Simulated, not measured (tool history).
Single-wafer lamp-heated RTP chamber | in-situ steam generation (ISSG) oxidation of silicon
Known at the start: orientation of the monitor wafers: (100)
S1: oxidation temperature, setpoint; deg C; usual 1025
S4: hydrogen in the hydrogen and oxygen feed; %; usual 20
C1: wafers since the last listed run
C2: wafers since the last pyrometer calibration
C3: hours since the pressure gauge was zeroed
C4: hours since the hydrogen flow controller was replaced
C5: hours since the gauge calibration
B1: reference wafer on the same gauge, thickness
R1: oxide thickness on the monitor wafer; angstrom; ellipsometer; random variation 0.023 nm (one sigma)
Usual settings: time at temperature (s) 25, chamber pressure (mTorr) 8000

Run 1, day 0.000: usual settings; C1 0; C2 7092; C3 1823.1; C4 4894.2; C5 64.1; B1 5.868. Result: R1 67.26 angstrom.
Run 2, day 0.312: usual settings; C1 109; C2 7202; C3 1830.6; C4 4901.7; C5 71.6; B1 5.873. Result: R1 66.82 angstrom.
Run 3, day 0.733: usual settings; C1 147; C2 7349; C3 1840.7; C4 4911.8; C5 81.7; B1 5.873. Result: R1 66.87 angstrom.
Run 4, day 1.058: usual settings but chamber pressure (mTorr) 7500; C1 113; C2 7462; C3 1848.5; C4 4919.6; C5 89.5; B1 5.867. Result: R1 67.39 angstrom.
Run 5, day 1.483: usual settings; C1 148; C2 7611; C3 1858.7; C4 4929.8; C5 99.7; B1 5.872. Result: R1 67.00 angstrom.
Run 6, day 1.812: usual settings but time at temperature (s) 22; C1 115; C2 7726; C3 1866.6; C4 4937.7; C5 107.6; B1 5.868. Result: R1 62.86 angstrom.
Run 7, day 2.483: usual settings but time at temperature (s) 22; C1 234; C2 7961; C3 1882.7; C4 4953.8; C5 123.7; B1 5.875. Result: R1 63.14 angstrom.
At day 3.858: gauge calibrated.
Run 8, day 4.733: usual settings but time at temperature (s) 22; C1 787; C2 8748; C3 1936.7; C4 5007.8; C5 21.0; B1 5.874. Result: R1 63.67 angstrom.
Run 9, day 5.075: usual settings but chamber pressure (mTorr) 8400; C1 119; C2 8868; C3 1944.9; C4 5016.0; C5 29.2; B1 5.869. Result: R1 68.08 angstrom.
At day 5.646: pyrometer window cleaned and pyrometer calibrated.
Run 10, day 5.667: usual settings but chamber pressure (mTorr) 8400; C1 90; C2 6; C3 1959.1; C4 5030.2; C5 43.4; B1 5.872. Result: R1 63.77 angstrom.
Run 11, day 5.896: usual settings; C1 80; C2 86; C3 1964.6; C4 5035.7; C5 48.9; B1 5.870. Result: R1 64.26 angstrom.
Run 12, day 6.250: usual settings; C1 123; C2 210; C3 1973.1; C4 5044.2; C5 57.4; B1 5.875. Result: R1 64.02 angstrom.
At day 6.621: hydrogen flow controller replaced.
Run 13, day 6.858: usual settings but S1 1013 deg C; C1 96; C2 307; C3 1987.7; C4 5.7; C5 72.0; B1 5.870. Result: R1 60.46 angstrom.
Run 14, day 7.404: usual settings; C1 190; C2 498; C3 2000.8; C4 18.8; C5 85.1; B1 5.872. Result: R1 64.02 angstrom.
At day 8.238: pressure gauge zeroed.
Run 15, day 8.258: usual settings; C1 182; C2 680; C3 0.5; C4 39.3; C5 105.6; B1 5.873. Result: R1 64.33 angstrom.

The next listed run, before its measurement:
Run 16, day 8.375: usual settings; C1 40; C2 721; C3 3.3; C4 42.1; C5 108.4; B1 ?. Result: R1 ?.

{"run 16": {"B1": 5.868, "R1": 64.38}}
Without the tool's hidden state the same run would have given R1 63.94 angstrom.
